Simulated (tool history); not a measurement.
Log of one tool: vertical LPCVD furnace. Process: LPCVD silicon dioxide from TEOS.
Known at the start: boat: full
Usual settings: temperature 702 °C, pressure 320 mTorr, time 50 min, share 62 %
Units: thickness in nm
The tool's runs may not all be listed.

run     day  temperature  pressure  time  share  read-back reference wafer on the same gauge, thickness  thickness
  1       0          702       270  59.5     62                                                  331.28     442.78
  2   0.496          702       320    50     62                                                  330.85     404.29
  3   1.208          702       320    50     62                                                  331.41     406.65
      1.488  -- gauge calibrated
  4   1.704          702       320    50     62                                                  330.88     406.32
  5   2.321          702       280    50     72                                                  331.08     407.49
  6   3.004          702       280    50     72                                                  331.02        409
        4.1  -- TEOS flow controller replaced
  7   4.121          702       320    50     62                                                  331.13     406.22
  8   4.288          702       320    50     62                                                  330.77     404.05
  9   4.667          693       320  63.5     62                                                  331.02      418.9
      5.746  -- thermocouples replaced and temperature profile calibrated
 10   5.767          693       320  63.5     62                                                   330.5     382.93
 11   5.933          693       320  63.5     62                                                   331.2     383.64
 12   6.096          702       320    50     68                                                  331.17     389.27
 13   6.362          702       320    50     62                                                  331.28     372.68
 14     7.1          702       320    50     62                                                  330.88     372.46
 15   7.671          702       365    50     62                                                   331.2     400.42
 16   8.388          702       320    50     71                                                  331.08     401.83
 17   8.875          702       375    50     62                                                  331.25     405.49
      9.008  -- gauge calibrated
     10.112  -- pressure gauge zeroed
 18  10.133          693       320  63.5     62                                                  331.03      389.1
 19    10.3          702       300    67     72                                                  331.03     527.19
 20  10.462          702       320    50     62                                                  330.96     376.01
 21  10.629          702       395  34.5     74                                                  331.07     314.57
 22   10.95          702       320    50     62                                                  330.69     378.29
 23  11.267          702       320    50     62                                                   330.9     378.68
 24  11.667          711       290    39     68                                                  331.18     361.33
 25  11.958          702       320  31.5     62                                                  330.78     238.52
 26  12.592          709       320    50     62                                                  330.91     443.01
 27  12.896          702       370    50     62                                                  331.03     406.78

Measured less the same run without the tool's hidden state. The same run-to-run variation is in both; the gauge's scatter may not be:
The hidden state here: true tube temperature minus thermocouple reading, K; true pressure minus gauge reading, mTorr; deviation of the TEOS flow from its setpoint, %; gauge reads high (%).
run  thickness
  1     +40.67
  2     +37.16
  3      +37.4
  4      +37.4
  5     +37.53
  6      +37.7
  7     +37.49
  8      +37.3
  9     +39.38
 10      +4.53
 11      +4.72
 12      +4.87
 13      +4.94
 14      +5.68
 15       +6.7
 16      +7.47
 17      +8.04
 18      +9.08
 19     +12.29
 20      +8.92
 21      +7.58
 22      +9.41
 23       +9.7
 24      +9.41
 25      +6.49
 26      +12.5
 27     +11.92
